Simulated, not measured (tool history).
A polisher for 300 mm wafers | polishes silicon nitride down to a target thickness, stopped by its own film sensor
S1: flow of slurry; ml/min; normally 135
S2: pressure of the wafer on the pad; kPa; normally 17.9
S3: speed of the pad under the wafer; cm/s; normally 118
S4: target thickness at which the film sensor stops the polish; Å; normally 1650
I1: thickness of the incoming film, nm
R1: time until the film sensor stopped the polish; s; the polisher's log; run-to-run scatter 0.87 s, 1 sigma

run 1 hour=0.0 | S1=135 S2=17.9 S3=118 S4=1650 | I1=319.4 | R1=101.1
-- hour=13.1 slurry nozzle cleaned
-- hour=93.9 head pressure recalibrated
run 2 hour=94.2 | S1=135 S2=17.9 S3=118 S4=1650 | I1=318.8 | R1=103.0
-- hour=157.6 worn pad replaced by a new one
run 3 hour=200.0 | S1=135 S2=17.9 S3=118 S4=1650 | I1=316.9 | R1=98.4
run 4 hour=295.6 | S1=135 S2=17.9 S3=118 S4=1650 | I1=322.4 | R1=105.8
run 5 hour=373.4 | S1=135 S2=13.1 S3=118 S4=1650 | I1=321.5 | R1=145.6
-- hour=395.8 worn pad replaced by a new one
-- hour=403.6 head pressure recalibrated
run 6 hour=424.7 | S1=135 S2=13.1 S3=118 S4=1650 | I1=322.5 | R1=153.9
run 7 hour=524.4 | S1=135 S2=13.1 S3=118 S4=1650 | I1=321.2 | R1=157.5
run 8 hour=595.2 | S1=135 S2=17.9 S3=82 S4=1650 | I1=320.5 | R1=148.9
-- hour=620.0 worn pad replaced by a new one, repeated, since the last time left the tool worse
run 9 hour=751.3 | S1=135 S2=17.9 S3=118 S4=1650 | I1=317.4 | R1=101.0
-- hour=778.8 head pressure recalibrated
-- hour=811.5 worn pad replaced by a new one
-- hour=824.3 slurry nozzle cleaned
run 10 hour=848.4 | S1=135 S2=22.1 S3=118 S4=1650 | I1=323.9 | R1=85.2
run 11 hour=934.4 | S1=115 S2=17.9 S3=118 S4=2180 | I1=317.7 | R1=68.3
run 12 hour=993.9 | S1=95 S2=22.1 S3=84 S4=1920 | I1=320.3 | R1=97.3
-- hour=1034.4 worn pad replaced by a new one
run 13 hour=1056.1 | S1=135 S2=20.7 S3=118 S4=1650 | I1=316.4 | R1=85.8
-- hour=1112.3 head pressure recalibrated
run 14 hour=1126.2 | S1=170 S2=17.9 S3=118 S4=1330 | I1=322.1 | R1=119.7

3 ways to go on from here, each from the tool as it stands after run 14. What would each give?
run A hour=1126.6 | S1=135 S2=17.9 S3=118 S4=1650 | I1=324.3 | R1=?
run B hour=1126.6 | S1=95 S2=11.7 S3=152 S4=1360 | I1=324.3 | R1=?
run C hour=1126.6 | S1=110 S2=17.9 S3=118 S4=1650 | I1=324.3 | R1=?

run=A R1=105.1
run=B R1=173.2
run=C R1=110.3
The same runs, with their run-to-run variation unchanged, on a tool lacking any hidden condition would have given:
run=A R1=103.2
run=B R1=170.0
run=C R1=108.2
